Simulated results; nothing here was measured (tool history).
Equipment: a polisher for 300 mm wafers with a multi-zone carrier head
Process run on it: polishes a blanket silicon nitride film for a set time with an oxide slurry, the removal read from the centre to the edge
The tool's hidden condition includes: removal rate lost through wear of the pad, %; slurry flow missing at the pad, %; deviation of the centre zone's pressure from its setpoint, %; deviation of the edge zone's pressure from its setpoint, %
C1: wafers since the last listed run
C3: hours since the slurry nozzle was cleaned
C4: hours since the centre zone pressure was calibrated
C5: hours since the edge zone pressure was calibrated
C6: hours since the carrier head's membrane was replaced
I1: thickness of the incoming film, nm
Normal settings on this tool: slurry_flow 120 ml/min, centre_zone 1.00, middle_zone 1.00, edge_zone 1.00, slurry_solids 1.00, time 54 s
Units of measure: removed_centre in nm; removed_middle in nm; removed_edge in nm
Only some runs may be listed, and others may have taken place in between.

Run 1, hour 0.0: usual settings; C1 0; wafers polished on this pad 2020; C3 314.5; C4 141.9; C5 456.3; C6 1205.4; I1 452.3. Result: removed_centre 30.6 nm, removed_middle 29.6 nm, removed_edge 30.1 nm.
Run 2, hour 54.4: usual settings; C1 347; wafers polished on this pad 2367; C3 368.9; C4 196.3; C5 510.7; C6 1259.8; I1 444.6. Result: removed_centre 29.3 nm, removed_middle 29.1 nm, removed_edge 30.5 nm.
Run 3, hour 135.3: usual settings; C1 516; wafers polished on this pad 2883; C3 449.8; C4 277.2; C5 591.6; C6 1340.7; I1 451.1. Result: removed_centre 29.0 nm, removed_middle 28.9 nm, removed_edge 29.8 nm.
Run 4, hour 188.1: usual settings but slurry_flow 80 ml/min, centre_zone 1.09, middle_zone 0.90, time 69 s; C1 337; wafers polished on this pad 3220; C3 502.6; C4 330.0; C5 644.4; C6 1393.5; I1 447.8. Result: removed_centre 37.9 nm, removed_middle 31.8 nm, removed_edge 35.8 nm.
At hour 261.9: slurry nozzle cleaned.
Run 5, hour 294.4: usual settings; C1 672; wafers polished on this pad 3892; C3 32.5; C4 436.3; C5 750.7; C6 1499.8; I1 447.4. Result: removed_centre 27.8 nm, removed_middle 27.6 nm, removed_edge 28.5 nm.
At hour 349.7: worn pad replaced by a new one.
Run 6, hour 357.5: usual settings but time 69 s; C1 377; wafers polished on this pad 49; C3 95.6; C4 499.4; C5 813.8; C6 1562.9; I1 448.3. Result: removed_centre 39.1 nm, removed_middle 38.7 nm, removed_edge 39.7 nm.
Run 7, hour 451.3: usual settings but centre_zone 1.06; C1 598; wafers polished on this pad 648; C3 189.4; C4 593.2; C5 907.6; C6 1656.7; I1 452.2. Result: removed_centre 32.3 nm, removed_middle 29.8 nm, removed_edge 31.3 nm.
At hour 513.9: carrier head's membrane replaced by a new one.
Run 8, hour 695.2: usual settings but edge_zone 1.03, time 41 s; C1 1524; wafers polished on this pad 2173; C3 433.3; C4 837.1; C5 1151.5; C6 181.3; I1 448.6. Result: removed_centre 22.0 nm, removed_middle 22.1 nm, removed_edge 23.3 nm.
At hour 759.4: edge zone pressure recalibrated.
Run 9, hour 790.4: usual settings; C1 594; wafers polished on this pad 2768; C3 528.5; C4 932.3; C5 31.0; C6 276.5; I1 448.1. Result: removed_centre 28.4 nm, removed_middle 28.5 nm, removed_edge 29.5 nm.
At hour 851.5: centre zone pressure recalibrated.
Run 10, hour 852.1: usual settings but slurry_solids 1.20, time 68 s; C1 381; wafers polished on this pad 3149; C3 590.2; C4 0.6; C5 92.7; C6 338.2; I1 445.4. Result: removed_centre 38.0 nm, removed_middle 37.8 nm, removed_edge 38.2 nm.
At hour 881.8: slurry nozzle cleaned.
Run 11, hour 927.5: usual settings; C1 474; wafers polished on this pad 3624; C3 45.7; C4 76.0; C5 168.1; C6 413.6; I1 443.7. Result: removed_centre 27.5 nm, removed_middle 27.1 nm, removed_edge 28.6 nm.
Run 12, hour 979.3: usual settings but middle_zone 0.92, slurry_solids 0.85, time 71 s; C1 330; wafers polished on this pad 3954; C3 97.5; C4 127.8; C5 219.9; C6 465.4; I1 450.8. Result: removed_centre 34.3 nm, removed_middle 31.5 nm, removed_edge 34.5 nm.
At hour 1057.4: worn pad replaced by a new one.
Run 13, hour 1075.3: usual settings but slurry_flow 155 ml/min, middle_zone 1.07; C1 587; wafers polished on this pad 114; C3 193.5; C4 223.8; C5 315.9; C6 561.4; I1 451.2. Result: removed_centre 32.6 nm, removed_middle 33.2 nm, removed_edge 32.3 nm.
Run 14, hour 1123.8: usual settings; C1 309; wafers polished on this pad 423; C3 242.0; C4 272.3; C5 364.4; C6 609.9; I1 453.3. Result: removed_centre 31.8 nm, removed_middle 30.4 nm, removed_edge 31.1 nm.
Run 15, hour 1216.2: usual settings but centre_zone 0.92, middle_zone 0.94, edge_zone 0.95; C1 589; wafers polished on this pad 1013; C3 334.4; C4 364.7; C5 456.8; C6 702.3; I1 443.0. Result: removed_centre 28.9 nm, removed_middle 28.8 nm, removed_edge 30.4 nm.
Run 16, hour 1288.8: usual settings but edge_zone 0.92, time 73 s; C1 463; wafers polished on this pad 1476; C3 407.0; C4 437.3; C5 529.4; C6 774.9; I1 453.3. Result: removed_centre 40.0 nm, removed_middle 40.4 nm, removed_edge 40.7 nm.
Run 17, hour 1366.3: usual settings but centre_zone 0.95, edge_zone 0.93, slurry_solids 0.70; C1 494; wafers polished on this pad 1971; C3 484.5; C4 514.8; C5 606.9; C6 852.4; I1 451.1. Result: removed_centre 25.2 nm, removed_middle 26.4 nm, removed_edge 26.2 nm.
Run 18, hour 1424.6: usual settings; C1 372; wafers polished on this pad 2343; C3 542.8; C4 573.1; C5 665.2; C6 910.7; I1 446.9. Result: removed_centre 30.0 nm, removed_middle 29.3 nm, removed_edge 29.8 nm.
At hour 1438.7: slurry nozzle cleaned.
Run 19, hour 1526.3: usual settings but centre_zone 0.95, time 37 s; C1 642; wafers polished on this pad 2986; C3 87.6; C4 674.8; C5 766.9; C6 1012.4; I1 455.1. Result: removed_centre 18.7 nm, removed_middle 19.7 nm, removed_edge 20.2 nm.
Run 20, hour 1589.3: usual settings but middle_zone 0.90; C1 402; wafers polished on this pad 3388; C3 150.6; C4 737.8; C5 829.9; C6 1075.4; I1 448.9. Result: removed_centre 29.1 nm, removed_middle 26.2 nm, removed_edge 29.4 nm.
At hour 1620.1: worn pad replaced by a new one.
Run 21, hour 1660.3: usual settings but middle_zone 0.94, edge_zone 0.96; C1 427; wafers polished on this pad 256; C3 221.6; C4 808.8; C5 900.9; C6 1146.4; I1 445.1. Result: removed_centre 30.4 nm, removed_middle 29.1 nm, removed_edge 30.4 nm.
Run 22, hour 1708.0: usual settings but edge_zone 1.06, time 68 s; C1 304; wafers polished on this pad 561; C3 269.3; C4 856.5; C5 948.6; C6 1194.1; I1 440.4. Result: removed_centre 38.3 nm, removed_middle 38.0 nm, removed_edge 40.8 nm.

What if the next run were any one of these 3? Each begins from the tool's condition after run 22:
Run A, hour 1708.4: usual settings but slurry_solids 1.20; C1 2; wafers polished on this pad 563; C3 269.7; C4 856.9; C5 949.0; C6 1194.5; I1 449.8. Result: removed_centre ?, removed_middle ?, removed_edge ?.
Run B, hour 1708.4: usual settings but slurry_flow 145 ml/min; C1 2; wafers polished on this pad 563; C3 269.7; C4 856.9; C5 949.0; C6 1194.5; I1 449.8. Result: removed_centre ?, removed_middle ?, removed_edge ?.
Run C, hour 1708.4: usual settings but middle_zone 0.97, edge_zone 1.10; C1 2; wafers polished on this pad 563; C3 269.7; C4 856.9; C5 949.0; C6 1194.5; I1 449.8. Result: removed_centre ?, removed_middle ?, removed_edge ?.

run  removed_centre  removed_middle  removed_edge
  A            33.5            31.7          33.1
  B            32.4            30.6          31.7
  C            31.5            29.2          32.6
What these runs would have given with no unlogged condition in the tool:
run  removed_centre  removed_middle  removed_edge
  A            33.8            32.0          33.4
  B            32.8            30.9          32.0
  C            31.9            29.5          33.0
